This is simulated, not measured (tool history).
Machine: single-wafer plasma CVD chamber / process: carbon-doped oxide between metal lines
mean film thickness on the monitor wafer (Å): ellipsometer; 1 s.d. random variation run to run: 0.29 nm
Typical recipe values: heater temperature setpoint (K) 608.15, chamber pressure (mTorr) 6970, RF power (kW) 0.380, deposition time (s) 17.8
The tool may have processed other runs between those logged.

run   hour  heater temperature setpoint (K)  chamber pressure (mTorr)  RF power (kW)  deposition time (s)  wafers since the last listed run  hours since the last thermocouple change  hours since the last RF generator calibration  hours since the last manometer calibration  hours since the showerhead was replaced  hours since the gauge calibration  read-back reference wafer on the same gauge, thickness_nm  mean film thickness on the monitor wafer (Å)
  1    0.0                           608.15                      6970          0.340                 17.8                                 0                                    1780.4                                         1158.2                                      2070.2                                   4752.3                              136.2                                                     79.210                                        740.29
  2   11.2                           608.15                      6970          0.340                 17.8                               183                                    1791.6                                         1169.4                                      2081.4                                   4763.5                              147.4                                                     79.233                                        740.91
  3   21.9                           608.15                      6970          0.340                 17.8                               174                                    1802.3                                         1180.1                                      2092.1                                   4774.2                              158.1                                                     79.199                                        738.82
  4   33.4                           608.15                      6970          0.380                 17.8                               188                                    1813.8                                         1191.6                                      2103.6                                   4785.7                              169.6                                                     79.315                                        817.81
  5   50.5                           608.15                      6970          0.380                 17.8                               279                                    1830.9                                         1208.7                                      2120.7                                   4802.8                              186.7                                                     79.087                                        818.26
  6   57.0                           608.15                      6970          0.380                 17.8                               106                                    1837.4                                         1215.2                                      2127.2                                   4809.3                              193.2                                                     79.253                                        815.00
  7   65.4                           612.15                      6970          0.380                 17.8                               137                                    1845.8                                         1223.6                                      2135.6                                   4817.7                              201.6                                                     79.110                                        808.10
  8   76.7                           608.15                      6970          0.380                 17.8                               184                                    1857.1                                         1234.9                                      2146.9                                   4829.0                              212.9                                                     79.216                                        817.63
  9   87.7                           608.15                      6970          0.380                 17.8                               179                                    1868.1                                         1245.9                                      2157.9                                   4840.0                              223.9                                                     79.168                                        811.37
 10  130.2                           608.15                      6970          0.380                 15.7                               694                                    1910.6                                         1288.4                                      2200.4                                   4882.5                              266.4                                                     79.180                                        714.90
 11  140.8                           608.15                      6970          0.380                 17.8                               173                                    1921.2                                         1299.0                                      2211.0                                   4893.1                              277.0                                                     79.143                                        805.56
     152.1  -- thermocouple changed; heater temperature recalibrated
 12  152.6                           608.15                      6970          0.380                 17.8                                62                                       0.5                                         1310.8                                      2222.8                                   4904.9                              288.8                                                     79.251                                        808.42
     165.7  -- capacitance manometer re-zeroed and calibrated
 13  166.2                           608.15                      6970          0.380                 17.8                                91                                      14.1                                         1324.4                                         0.5                                   4918.5                              302.4                                                     79.255                                        804.52
 14  173.0                           608.15                      6970          0.380                 17.8                               111                                      20.9                                         1331.2                                         7.3                                   4925.3                              309.2                                                     79.269                                        805.11
 15  186.8                           608.15                      6970          0.380                 16.2                               225                                      34.7                                         1345.0                                        21.1                                   4939.1                              323.0                                                     79.341                                        732.76
     211.4  -- RF generator calibrated
 16  211.9                           608.15                      6970          0.355                 17.8                               279                                      59.8                                            0.5                                        46.2                                   4964.2                              348.1                                                     79.177                                        816.71
 17  216.4                           593.15                      6520          0.310                 16.7                                73                                      64.3                                            5.0                                        50.7                                   4968.7                              352.6                                                     79.111                                        710.37
 18  224.5                           594.15                      5810          0.450                 17.8                               132                                      72.4                                           13.1                                        58.8                                   4976.8                              360.7                                                     79.035                                       1035.44
 19  235.0                           619.15                      6970          0.380                 17.8                               171                                      82.9                                           23.6                                        69.3                                   4987.3                              371.2                                                     79.127                                        843.91
 20  244.3                           614.15                      8430          0.380                 14.8                               152                                      92.2                                           32.9                                        78.6                                   4996.6                              380.5                                                     79.238                                        730.16
     249.9  -- gauge calibrated
 21  250.5                           608.15                      6970          0.380                 14.5                               101                                      98.4                                           39.1                                        84.8                                   5002.8                                0.6                                                     79.147                                        719.00
 22  259.3                           608.15                      6970          0.380                 17.8                               143                                     107.2                                           47.9                                        93.6                                   5011.6                                9.4                                                     79.218                                        872.49
     269.2  -- showerhead replaced
 23  272.2                           608.15                      6970          0.380                 16.2                                80                                     120.1                                           60.8                                       106.5                                      3.0                               22.3                                                     79.142                                        797.37
 24  284.8                           608.15                      7580          0.380                 17.8                               206                                     132.7                                           73.4                                       119.1                                     15.6                               34.9                                                     79.168                                        880.07
 25  300.4                           622.15                      6970          0.380                 18.8                               255                                     148.3                                           89.0                                       134.7                                     31.2                               50.5                                                     79.250                                        886.41
 26  313.8                           595.15                      6970          0.380                 18.9                               219                                     161.7                                          102.4                                       148.1                                     44.6                               63.9                                                     79.080                                        963.15
 27  331.3                           595.15                      6970          0.380                 18.9                               286                                     179.2                                          119.9                                       165.6                                     62.1                               81.4                                                     79.290                                        963.49
 28  340.2                           602.15                      6320          0.440                 15.2                               145                                     188.1                                          128.8                                       174.5                                     71.0                               90.3                                                     79.199                                        849.94
 29  357.0                           602.15                      8520          0.335                 19.2                               274                                     204.9                                          145.6                                       191.3                                     87.8                              107.1                                                     79.136                                        867.34

Forecast each of these 4 alternatives for the next run:
  A  357.4                           608.15                      6970          0.380                 17.8                                 6                                     205.3                                          146.0                                       191.7                                     88.2                              107.5                                                          ?                                             ?
  B  357.4                           603.15                      5920          0.410                 17.8                                 6                                     205.3                                          146.0                                       191.7                                     88.2                              107.5                                                          ?                                             ?
  C  357.4                           616.15                      6970          0.340                 21.2                                 6                                     205.3                                          146.0                                       191.7                                     88.2                              107.5                                                          ?                                             ?
  D  357.4                           608.15                      6970          0.380                 15.8                                 6                                     205.3                                          146.0                                       191.7                                     88.2                              107.5                                                          ?                                             ?

run  read-back reference wafer on the same gauge, thickness_nm  mean film thickness on the monitor wafer (Å)
  A                                                     79.244                                        875.95
  B                                                     79.244                                        932.08
  C                                                     79.244                                        919.32
  D                                                     79.244                                        779.12
Without the tool's unlogged condition, the same runs would have read:
run  mean film thickness on the monitor wafer (Å)
  A                                        881.74
  B                                        938.00
  C                                        925.39
  D                                        784.27
